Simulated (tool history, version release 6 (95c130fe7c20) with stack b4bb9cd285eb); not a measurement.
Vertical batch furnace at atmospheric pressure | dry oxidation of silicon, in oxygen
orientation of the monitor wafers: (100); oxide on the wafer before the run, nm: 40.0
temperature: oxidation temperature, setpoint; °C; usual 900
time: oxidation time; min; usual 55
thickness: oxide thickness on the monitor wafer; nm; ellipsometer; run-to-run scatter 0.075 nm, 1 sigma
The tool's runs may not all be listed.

run,hour,temperature,time,"read-back reference wafer on the same gauge, thickness",thickness
1,0,900,34.5,56.51,46.93
2,22.1,900,34.5,56.49,46.94
3,63.1,900,55,56.51,49.97
4,81.6,900,55,56.5,50.05
5,104.1,900,55,56.5,50.19
6,132,900,55,56.49,50.12
# hour 158.8: gauge calibrated
7,167.7,900,55,56.5,49.96
8,199.9,893,35.5,56.5,46.57
# hour 228.1: thermocouples replaced and temperature profile calibrated
9,228.6,891,81,56.48,52.17
10,235.8,900,55,56.5,50.15
11,257,924,64,56.5,55.8
# hour 284.6: boat lift adjusted
12,285.1,907,62,56.49,52.3
13,298,900,55,56.5,49.97
14,399.7,921,62,56.49,54.66
15,420.1,900,55,56.5,50.16
16,435.8,900,40.5,56.47,47.81

Forecast run 17:
17,462.9,893,75.5,?,?

Run 17 produced read-back reference wafer on the same gauge, thickness 56.51, thickness 51.9 nm.
Had the tool carried no hidden state, the very same run would have given thickness 51.9 nm.
